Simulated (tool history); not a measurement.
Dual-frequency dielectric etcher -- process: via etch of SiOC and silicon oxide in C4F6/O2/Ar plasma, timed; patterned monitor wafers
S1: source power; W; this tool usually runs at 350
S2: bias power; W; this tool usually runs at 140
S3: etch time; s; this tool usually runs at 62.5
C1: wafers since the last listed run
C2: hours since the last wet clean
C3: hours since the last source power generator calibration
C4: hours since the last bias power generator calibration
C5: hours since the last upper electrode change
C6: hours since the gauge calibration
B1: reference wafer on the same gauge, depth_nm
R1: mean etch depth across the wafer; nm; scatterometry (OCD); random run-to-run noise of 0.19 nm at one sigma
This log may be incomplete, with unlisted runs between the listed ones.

{"run": 1, "hour": 0.0, "S1": 350, "S2": 140, "S3": 62.5, "C1": 0, "C2": 152.6, "C3": 2605.0, "C4": 1885.8, "C5": 2276.5, "C6": 1122.8, "B1": 56.3, "R1": 58.4}
{"run": 2, "hour": 41.6, "S1": 350, "S2": 140, "S3": 62.5, "C1": 387, "C2": 194.2, "C3": 2646.6, "C4": 1927.4, "C5": 2318.1, "C6": 1164.4, "B1": 56.4, "R1": 58.6}
{"run": 3, "hour": 95.6, "S1": 350, "S2": 140, "S3": 62.5, "C1": 502, "C2": 248.2, "C3": 2700.6, "C4": 1981.4, "C5": 2372.1, "C6": 1218.4, "B1": 56.5, "R1": 59.0}
{"run": 4, "hour": 151.9, "S1": 350, "S2": 140, "S3": 62.5, "C1": 524, "C2": 304.5, "C3": 2756.9, "C4": 2037.7, "C5": 2428.4, "C6": 1274.7, "B1": 56.4, "R1": 59.1}
{"hour": 193.5, "done": "wet clean of the chamber"}
{"run": 5, "hour": 194.0, "S1": 350, "S2": 140, "S3": 62.5, "C1": 168, "C2": 0.5, "C3": 2799.0, "C4": 2079.8, "C5": 2470.5, "C6": 1316.8, "B1": 56.4, "R1": 57.7}
{"run": 6, "hour": 223.1, "S1": 300, "S2": 140, "S3": 77.0, "C1": 270, "C2": 29.6, "C3": 2828.1, "C4": 2108.9, "C5": 2499.6, "C6": 1345.9, "B1": 56.4, "R1": 67.9}
{"hour": 266.8, "done": "upper electrode replaced"}
{"run": 7, "hour": 270.1, "S1": 300, "S2": 140, "S3": 77.0, "C1": 214, "C2": 76.6, "C3": 2875.1, "C4": 2155.9, "C5": 3.3, "C6": 1392.9, "B1": 56.4, "R1": 68.3}
{"run": 8, "hour": 328.9, "S1": 350, "S2": 140, "S3": 62.5, "C1": 547, "C2": 135.4, "C3": 2933.9, "C4": 2214.7, "C5": 62.1, "C6": 1451.7, "B1": 56.4, "R1": 58.4}
{"run": 9, "hour": 387.1, "S1": 350, "S2": 140, "S3": 62.5, "C1": 541, "C2": 193.6, "C3": 2992.1, "C4": 2272.9, "C5": 120.3, "C6": 1509.9, "B1": 56.4, "R1": 58.7}
{"run": 10, "hour": 430.3, "S1": 350, "S2": 140, "S3": 62.5, "C1": 402, "C2": 236.8, "C3": 3035.3, "C4": 2316.1, "C5": 163.5, "C6": 1553.1, "B1": 56.5, "R1": 58.5}
{"run": 11, "hour": 458.6, "S1": 350, "S2": 140, "S3": 62.5, "C1": 263, "C2": 265.1, "C3": 3063.6, "C4": 2344.4, "C5": 191.8, "C6": 1581.4, "B1": 56.4, "R1": 59.2}
{"run": 12, "hour": 527.0, "S1": 350, "S2": 140, "S3": 62.5, "C1": 636, "C2": 333.5, "C3": 3132.0, "C4": 2412.8, "C5": 260.2, "C6": 1649.8, "B1": 56.4, "R1": 59.3}
{"run": 13, "hour": 572.8, "S1": 430, "S2": 125, "S3": 62.5, "C1": 426, "C2": 379.3, "C3": 3177.8, "C4": 2458.6, "C5": 306.0, "C6": 1695.6, "B1": 56.5, "R1": 60.1}
{"hour": 611.0, "done": "wet clean of the chamber"}
{"run": 14, "hour": 633.4, "S1": 350, "S2": 161, "S3": 62.5, "C1": 340, "C2": 22.4, "C3": 3238.4, "C4": 2519.2, "C5": 366.6, "C6": 1756.2, "B1": 56.4, "R1": 62.0}
{"run": 15, "hour": 660.9, "S1": 350, "S2": 111, "S3": 45.0, "C1": 256, "C2": 49.9, "C3": 3265.9, "C4": 2546.7, "C5": 394.1, "C6": 1783.7, "B1": 56.5, "R1": 37.2}
{"run": 16, "hour": 717.6, "S1": 430, "S2": 117, "S3": 45.5, "C1": 527, "C2": 106.6, "C3": 3322.6, "C4": 2603.4, "C5": 450.8, "C6": 1840.4, "B1": 56.4, "R1": 41.2}
{"hour": 734.9, "done": "bias power generator calibrated"}
{"run": 17, "hour": 763.6, "S1": 380, "S2": 105, "S3": 49.0, "C1": 391, "C2": 152.6, "C3": 3368.6, "C4": 28.7, "C5": 496.8, "C6": 1886.4, "B1": 56.3, "R1": 39.9}
{"hour": 793.4, "done": "gauge calibrated"}
{"run": 18, "hour": 799.5, "S1": 350, "S2": 140, "S3": 62.5, "C1": 334, "C2": 188.5, "C3": 3404.5, "C4": 64.6, "C5": 532.7, "C6": 6.1, "B1": 56.4, "R1": 57.4}
{"hour": 863.1, "done": "source power generator calibrated"}
{"run": 19, "hour": 870.6, "S1": 420, "S2": 114, "S3": 62.5, "C1": 624, "C2": 259.6, "C3": 7.5, "C4": 135.7, "C5": 603.8, "C6": 77.2, "B1": 56.4, "R1": 54.6}
{"run": 20, "hour": 909.9, "S1": 430, "S2": 153, "S3": 62.5, "C1": 365, "C2": 298.9, "C3": 46.8, "C4": 175.0, "C5": 643.1, "C6": 116.5, "B1": 56.5, "R1": 64.4}
{"run": 21, "hour": 949.9, "S1": 440, "S2": 140, "S3": 62.5, "C1": 372, "C2": 338.9, "C3": 86.8, "C4": 215.0, "C5": 683.1, "C6": 156.5, "B1": 56.4, "R1": 62.0}
{"run": 22, "hour": 992.1, "S1": 310, "S2": 140, "S3": 62.5, "C1": 392, "C2": 381.1, "C3": 129.0, "C4": 257.2, "C5": 725.3, "C6": 198.7, "B1": 56.4, "R1": 56.3}
{"hour": 1064.6, "done": "wet clean of the chamber"}
{"run": 23, "hour": 1065.1, "S1": 270, "S2": 140, "S3": 49.0, "C1": 456, "C2": 0.5, "C3": 202.0, "C4": 330.2, "C5": 798.3, "C6": 271.7, "B1": 56.4, "R1": 41.2}
{"run": 24, "hour": 1100.9, "S1": 410, "S2": 126, "S3": 62.5, "C1": 333, "C2": 36.3, "C3": 237.8, "C4": 366.0, "C5": 834.1, "C6": 307.5, "B1": 56.5, "R1": 56.6}
{"run": 25, "hour": 1127.9, "S1": 350, "S2": 140, "S3": 62.5, "C1": 251, "C2": 63.3, "C3": 264.8, "C4": 393.0, "C5": 861.1, "C6": 334.5, "B1": 56.4, "R1": 56.7}
{"run": 26, "hour": 1180.2, "S1": 350, "S2": 120, "S3": 62.5, "C1": 486, "C2": 115.6, "C3": 317.1, "C4": 445.3, "C5": 913.4, "C6": 386.8, "B1": 56.4, "R1": 52.8}
{"run": 27, "hour": 1228.7, "S1": 350, "S2": 140, "S3": 62.5, "C1": 451, "C2": 164.1, "C3": 365.6, "C4": 493.8, "C5": 961.9, "C6": 435.3, "B1": 56.3, "R1": 57.5}
{"run": 28, "hour": 1296.6, "S1": 350, "S2": 111, "S3": 62.5, "C1": 632, "C2": 232.0, "C3": 433.5, "C4": 561.7, "C5": 1029.8, "C6": 503.2, "B1": 56.4, "R1": 51.4}
{"run": 29, "hour": 1324.6, "S1": 350, "S2": 140, "S3": 62.5, "C1": 260, "C2": 260.0, "C3": 461.5, "C4": 589.7, "C5": 1057.8, "C6": 531.2, "B1": 56.4, "R1": 57.8}
{"run": 30, "hour": 1366.4, "S1": 280, "S2": 109, "S3": 46.5, "C1": 389, "C2": 301.8, "C3": 503.3, "C4": 631.5, "C5": 1099.6, "C6": 573.0, "B1": 56.5, "R1": 35.4}

Below are 4 alternative next runs, each starting from the tool's condition after run 30. Predict each:
{"run": "A", "hour": 1366.8, "S1": 350, "S2": 140, "S3": 62.5, "C1": 3, "C2": 302.2, "C3": 503.7, "C4": 631.9, "C5": 1100.0, "C6": 573.4, "B1": "?", "R1": "?"}
{"run": "B", "hour": 1366.8, "S1": 380, "S2": 140, "S3": 62.5, "C1": 3, "C2": 302.2, "C3": 503.7, "C4": 631.9, "C5": 1100.0, "C6": 573.4, "B1": "?", "R1": "?"}
{"run": "C", "hour": 1366.8, "S1": 350, "S2": 140, "S3": 44.0, "C1": 3, "C2": 302.2, "C3": 503.7, "C4": 631.9, "C5": 1100.0, "C6": 573.4, "B1": "?", "R1": "?"}
{"run": "D", "hour": 1366.8, "S1": 400, "S2": 140, "S3": 62.5, "C1": 3, "C2": 302.2, "C3": 503.7, "C4": 631.9, "C5": 1100.0, "C6": 573.4, "B1": "?", "R1": "?"}

run=A B1=56.5 R1=58.3
run=B B1=56.5 R1=59.7
run=C B1=56.5 R1=41.0
run=D B1=56.5 R1=60.7
Without the tool's unlogged condition, the same runs would have read:
run=A R1=56.8
run=B R1=58.2
run=C R1=40.0
run=D R1=59.1
